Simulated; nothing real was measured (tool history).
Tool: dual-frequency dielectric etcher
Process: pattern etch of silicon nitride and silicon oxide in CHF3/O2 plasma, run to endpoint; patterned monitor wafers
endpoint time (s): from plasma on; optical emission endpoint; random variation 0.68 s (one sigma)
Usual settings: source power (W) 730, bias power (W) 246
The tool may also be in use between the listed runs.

run   hour  source power (W)  bias power (W)  incoming incoming film thickness, nm  endpoint time (s)
  1      0               730             246                                 240.5              143.8
  2   16.8               730             246                                 240.4              144.2
  3   28.2               730             246                                 238.9                142
  4   39.4               670             246                                   244              147.6
  5   50.9               670             246                                 237.8              143.2
  6     57               730             246                                 239.8              142.8
  7     70               730             246                                 242.3              145.2
  8   93.3               730             246                                 244.2              145.3
  9  108.5               730             222                                   240              148.8
     147.9  -- wet clean of the chamber
 10  148.4               730             222                                 244.5                140
 11  148.7               730             246                                 241.5              134.4
 12  153.4               620             246                                 239.6              137.3
     176.7  -- source power generator calibrated
     185.4  -- upper electrode replaced
 13  185.9               880             298                                 239.9              121.8
 14    187               730             202                                 241.4              143.6
     197.1  -- bias power generator calibrated
 15  202.4               810             299                                 240.1              124.1
 16  210.9               730             246                                 242.1              135.9
 17  225.6               730             246                                 242.7              136.7
 18    232               840             206                                 240.9              138.7
 19  249.3               610             285                                 240.1                134
 20  257.9               730             246                                 240.3              135.6
 21  265.8               630             212                                   240              144.9

What the log doesn't show, run by run:
source power that arrives over what is set, %: 0 in every run
bias power that arrives over what is set, %: 0 in every run
H1: etch rate over this chamber's usual, %
run       H1
  1    -5.92
  2    -6.07
  3    -6.18
  4    -6.28
  5    -6.39
  6    -6.45
  7    -6.57
  8    -6.78
  9    -6.92
 10  -0.0509
 11  -0.0537
 12  -0.0972
 13   -0.398
 14   -0.409
 15   -0.551
 16    -0.63
 17   -0.767
 18   -0.826
 19   -0.986
 20    -1.07
 21    -1.14
